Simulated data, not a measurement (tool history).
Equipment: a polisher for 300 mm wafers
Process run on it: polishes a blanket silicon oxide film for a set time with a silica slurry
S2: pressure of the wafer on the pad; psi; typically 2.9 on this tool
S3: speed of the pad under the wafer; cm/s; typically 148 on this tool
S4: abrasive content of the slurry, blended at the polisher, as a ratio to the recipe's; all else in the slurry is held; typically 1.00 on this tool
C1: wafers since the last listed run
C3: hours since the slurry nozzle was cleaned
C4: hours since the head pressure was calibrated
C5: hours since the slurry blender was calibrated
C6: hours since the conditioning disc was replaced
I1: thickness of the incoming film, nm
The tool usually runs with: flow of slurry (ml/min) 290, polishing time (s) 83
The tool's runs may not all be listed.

{"run": 1, "hour": 0.0, "flow of slurry (ml/min)": 290, "S2": 2.9, "S3": 148, "S4": 1.0, "polishing time (s)": 83, "C1": 0, "wafers polished on this pad": 1847, "C3": 16.4, "C4": 995.3, "C5": 1.8, "C6": 623.5, "I1": 878.3, "film removed (angstrom)": 1982}
{"hour": 15.7, "done": "conditioning disc replaced and pad reconditioned"}
{"run": 2, "hour": 44.8, "flow of slurry (ml/min)": 290, "S2": 2.9, "S3": 148, "S4": 1.0, "polishing time (s)": 83, "C1": 467, "wafers polished on this pad": 2314, "C3": 61.2, "C4": 1040.1, "C5": 46.6, "C6": 29.1, "I1": 865.1, "film removed (angstrom)": 1980}
{"hour": 76.9, "done": "worn pad replaced by a new one"}
{"run": 3, "hour": 81.8, "flow of slurry (ml/min)": 290, "S2": 2.9, "S3": 148, "S4": 1.0, "polishing time (s)": 98, "C1": 360, "wafers polished on this pad": 53, "C3": 98.2, "C4": 1077.1, "C5": 83.6, "C6": 66.1, "I1": 872.5, "film removed (angstrom)": 2356}
{"run": 4, "hour": 144.1, "flow of slurry (ml/min)": 290, "S2": 2.9, "S3": 148, "S4": 1.0, "polishing time (s)": 98, "C1": 679, "wafers polished on this pad": 733, "C3": 160.5, "C4": 1139.4, "C5": 145.9, "C6": 128.4, "I1": 885.0, "film removed (angstrom)": 2398}
{"run": 5, "hour": 174.9, "flow of slurry (ml/min)": 290, "S2": 2.9, "S3": 148, "S4": 1.0, "polishing time (s)": 83, "C1": 336, "wafers polished on this pad": 1069, "C3": 191.3, "C4": 1170.2, "C5": 176.7, "C6": 159.2, "I1": 880.6, "film removed (angstrom)": 2003}
{"run": 6, "hour": 236.3, "flow of slurry (ml/min)": 250, "S2": 2.9, "S3": 148, "S4": 1.0, "polishing time (s)": 83, "C1": 670, "wafers polished on this pad": 1739, "C3": 252.7, "C4": 1231.6, "C5": 238.1, "C6": 220.6, "I1": 872.1, "film removed (angstrom)": 1940}
{"hour": 263.8, "done": "slurry blender recalibrated"}
{"run": 7, "hour": 270.8, "flow of slurry (ml/min)": 290, "S2": 2.9, "S3": 148, "S4": 1.0, "polishing time (s)": 83, "C1": 354, "wafers polished on this pad": 2094, "C3": 287.2, "C4": 1266.1, "C5": 7.0, "C6": 255.1, "I1": 894.2, "film removed (angstrom)": 1943}
{"hour": 280.8, "done": "head pressure recalibrated"}
{"run": 8, "hour": 297.8, "flow of slurry (ml/min)": 290, "S2": 2.9, "S3": 148, "S4": 1.0, "polishing time (s)": 83, "C1": 272, "wafers polished on this pad": 2366, "C3": 314.2, "C4": 17.0, "C5": 34.0, "C6": 282.1, "I1": 883.8, "film removed (angstrom)": 2040}
{"run": 9, "hour": 365.6, "flow of slurry (ml/min)": 290, "S2": 2.9, "S3": 148, "S4": 1.0, "polishing time (s)": 83, "C1": 739, "wafers polished on this pad": 3106, "C3": 382.0, "C4": 84.8, "C5": 101.8, "C6": 349.9, "I1": 897.0, "film removed (angstrom)": 1957}
{"hour": 371.7, "done": "worn pad replaced by a new one"}
{"run": 10, "hour": 398.1, "flow of slurry (ml/min)": 290, "S2": 2.9, "S3": 122, "S4": 0.75, "polishing time (s)": 83, "C1": 311, "wafers polished on this pad": 288, "C3": 414.5, "C4": 117.3, "C5": 134.3, "C6": 382.4, "I1": 882.4, "film removed (angstrom)": 1505}
{"run": 11, "hour": 437.3, "flow of slurry (ml/min)": 385, "S2": 2.9, "S3": 148, "S4": 1.0, "polishing time (s)": 83, "C1": 427, "wafers polished on this pad": 716, "C3": 453.7, "C4": 156.5, "C5": 173.5, "C6": 421.6, "I1": 889.7, "film removed (angstrom)": 2018}
{"run": 12, "hour": 464.6, "flow of slurry (ml/min)": 380, "S2": 2.9, "S3": 148, "S4": 1.0, "polishing time (s)": 83, "C1": 297, "wafers polished on this pad": 1014, "C3": 481.0, "C4": 183.8, "C5": 200.8, "C6": 448.9, "I1": 873.4, "film removed (angstrom)": 2031}
{"run": 13, "hour": 512.9, "flow of slurry (ml/min)": 290, "S2": 3.7, "S3": 178, "S4": 1.1, "polishing time (s)": 60, "C1": 527, "wafers polished on this pad": 1541, "C3": 529.3, "C4": 232.1, "C5": 249.1, "C6": 497.2, "I1": 877.9, "film removed (angstrom)": 2202}
{"hour": 547.0, "done": "conditioning disc replaced and pad reconditioned"}
{"hour": 566.3, "done": "slurry blender recalibrated"}
{"run": 14, "hour": 583.0, "flow of slurry (ml/min)": 290, "S2": 2.9, "S3": 148, "S4": 1.0, "polishing time (s)": 83, "C1": 721, "wafers polished on this pad": 2262, "C3": 599.4, "C4": 302.2, "C5": 16.7, "C6": 36.0, "I1": 876.0, "film removed (angstrom)": 1957}
{"run": 15, "hour": 608.2, "flow of slurry (ml/min)": 210, "S2": 2.3, "S3": 120, "S4": 1.0, "polishing time (s)": 83, "C1": 275, "wafers polished on this pad": 2537, "C3": 624.6, "C4": 327.4, "C5": 41.9, "C6": 61.2, "I1": 882.1, "film removed (angstrom)": 1294}

For run 16, what comes out?
{"hour": 637.6, "done": "worn pad replaced by a new one"}
{"run": 16, "hour": 651.2, "flow of slurry (ml/min)": 290, "S2": 2.9, "S3": 148, "S4": 1.0, "polishing time (s)": 83, "C1": 425, "wafers polished on this pad": 148, "C3": 667.6, "C4": 370.4, "C5": 84.9, "C6": 104.2, "I1": 878.5, "film removed (angstrom)": "?"}

Run 16 measured film removed (angstrom) 1935.
With the hidden condition absent and the run-to-run variation left alone, this run would have shown film removed (angstrom) 1935.
